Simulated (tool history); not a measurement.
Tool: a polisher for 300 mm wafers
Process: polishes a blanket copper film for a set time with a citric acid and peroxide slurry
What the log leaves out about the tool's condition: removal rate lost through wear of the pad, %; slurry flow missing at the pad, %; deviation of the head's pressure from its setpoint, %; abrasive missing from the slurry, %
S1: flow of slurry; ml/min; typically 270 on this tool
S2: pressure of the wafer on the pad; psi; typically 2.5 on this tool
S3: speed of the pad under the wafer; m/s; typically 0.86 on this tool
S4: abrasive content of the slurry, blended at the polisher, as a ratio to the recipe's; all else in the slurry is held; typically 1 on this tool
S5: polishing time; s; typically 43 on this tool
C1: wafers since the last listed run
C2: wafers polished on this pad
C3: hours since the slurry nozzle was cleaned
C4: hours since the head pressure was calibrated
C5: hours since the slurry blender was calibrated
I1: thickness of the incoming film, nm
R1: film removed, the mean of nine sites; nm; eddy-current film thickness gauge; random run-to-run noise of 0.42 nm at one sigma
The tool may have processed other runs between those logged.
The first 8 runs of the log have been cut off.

At hour 423.2: worn pad replaced by a new one.
Run 9, hour 423.7: usual settings; C1 259; C2 5; C3 472.1; C4 380.6; C5 238; I1 604.9. Result: R1 61.5 nm.
Run 10, hour 448.3: usual settings; C1 257; C2 262; C3 496.7; C4 405.2; C5 262.6; I1 608.8. Result: R1 61.2 nm.
Run 11, hour 517.9: usual settings but S4 0.75, S5 48 s; C1 728; C2 991; C3 566.3; C4 474.8; C5 332.2; I1 599.7. Result: R1 66.3 nm.
Run 12, hour 582.4: usual settings but S4 0.8; C1 675; C2 1666; C3 630.8; C4 539.3; C5 396.7; I1 600.6. Result: R1 58.9 nm.
Run 13, hour 653.4: usual settings but S4 0.8; C1 743; C2 2409; C3 701.8; C4 610.3; C5 467.7; I1 597.3. Result: R1 59.6 nm.
At hour 686.4: slurry blender recalibrated.
At hour 700.4: slurry nozzle cleaned.
At hour 742.2: worn pad replaced by a new one.
Run 14, hour 811.6: usual settings; C1 1582; C2 726; C3 111.2; C4 768.5; C5 125.2; I1 605.9. Result: R1 62.2 nm.
Run 15, hour 877.3: usual settings but S1 335 ml/min, S3 0.74 m/s, S4 0.75; C1 687; C2 1414; C3 176.9; C4 834.2; C5 190.9; I1 597.5. Result: R1 54.5 nm.
Run 16, hour 934.3: usual settings but S2 2.2 psi, S3 1 m/s; C1 596; C2 2011; C3 233.9; C4 891.2; C5 247.9; I1 593.9. Result: R1 62.8 nm.
Run 17, hour 996.8: usual settings but S2 2.9 psi; C1 654; C2 2665; C3 296.4; C4 953.7; C5 310.4; I1 589.9. Result: R1 69.4 nm.
Run 18, hour 1025: usual settings but S1 295 ml/min, S2 2.2 psi, S3 0.74 m/s, S4 1.2; C1 295; C2 2960; C3 324.6; C4 981.9; C5 338.6; I1 604.2. Result: R1 50.9 nm.
At hour 1071.9: head pressure recalibrated.
Run 19, hour 1080: usual settings but S3 0.98 m/s, S4 1.1, S5 35 s; C1 554; C2 3515; C3 379.6; C4 8.1; C5 393.6; I1 603.5. Result: R1 53.6 nm.
At hour 1099.2: slurry blender recalibrated.
Run 20, hour 1117.3: usual settings; C1 369; C2 3885; C3 416.9; C4 45.4; C5 18.1; I1 596.9. Result: R1 58.2 nm.
At hour 1122.8: worn pad replaced by a new one.
Run 21, hour 1164.2: usual settings but S3 1.02 m/s, S4 0.9; C1 449; C2 433; C3 463.8; C4 92.3; C5 65; I1 602.6. Result: R1 68.9 nm.
Run 22, hour 1189.7: usual settings but S1 215 ml/min, S3 1.02 m/s, S4 0.8, S5 58 s; C1 266; C2 700; C3 489.3; C4 117.8; C5 90.5; I1 601.4. Result: R1 88.3 nm.
Run 23, hour 1240.8: usual settings but S2 1.9 psi, S3 1.02 m/s, S4 0.85; C1 534; C2 1235; C3 540.4; C4 168.9; C5 141.6; I1 603.5. Result: R1 54.7 nm.
Run 24, hour 1267.9: usual settings but S4 0.8; C1 283; C2 1519; C3 567.5; C4 196; C5 168.7; I1 592.3. Result: R1 58.9 nm.
Run 25, hour 1295.5: usual settings but S1 190 ml/min; C1 288; C2 1807; C3 595.1; C4 223.6; C5 196.3; I1 607.5. Result: R1 58.2 nm.
Run 26, hour 1348.6: usual settings but S3 0.66 m/s; C1 555; C2 2363; C3 648.2; C4 276.7; C5 249.4; I1 587.9. Result: R1 49 nm.
Run 27, hour 1399.2: usual settings but S1 220 ml/min, S5 52 s; C1 529; C2 2893; C3 698.8; C4 327.3; C5 300; I1 594.2. Result: R1 70.5 nm.
Run 28, hour 1432.5: usual settings but S2 3.1 psi; C1 348; C2 3242; C3 732.1; C4 360.6; C5 333.3; I1 602.8. Result: R1 70.5 nm.
At hour 1477.1: worn pad replaced by a new one.
Run 29, hour 1495.8: usual settings but S5 54 s; C1 620; C2 195; C3 795.4; C4 423.9; C5 396.6; I1 600.8. Result: R1 76.6 nm.
At hour 1527.4: slurry blender recalibrated.
At hour 1544: slurry nozzle cleaned.
Run 30, hour 1562: usual settings but S2 2.7 psi, S4 1.2; C1 661; C2 857; C3 18; C4 490.1; C5 34.6; I1 600. Result: R1 67 nm.

Here are 4 independent what-if runs from the current tool condition. What would each one return?
Run A, hour 1562.4: usual settings; C1 4; C2 861; C3 18.4; C4 490.5; C5 35; I1 607.6. Result: R1 ?.
Run B, hour 1562.4: usual settings but S1 230 ml/min, S4 0.85, S5 53 s; C1 4; C2 861; C3 18.4; C4 490.5; C5 35; I1 607.6. Result: R1 ?.
Run C, hour 1562.4: usual settings but S4 1.15; C1 4; C2 861; C3 18.4; C4 490.5; C5 35; I1 607.6. Result: R1 ?.
Run D, hour 1562.4: usual settings but S4 1.25; C1 4; C2 861; C3 18.4; C4 490.5; C5 35; I1 607.6. Result: R1 ?.

run    R1
  A  60.5
  B  71.9
  C  61.7
  D  62.4
With no hidden state in the tool, these same runs would have given:
run    R1
  A  59.6
  B  70.8
  C  60.8
  D  61.6

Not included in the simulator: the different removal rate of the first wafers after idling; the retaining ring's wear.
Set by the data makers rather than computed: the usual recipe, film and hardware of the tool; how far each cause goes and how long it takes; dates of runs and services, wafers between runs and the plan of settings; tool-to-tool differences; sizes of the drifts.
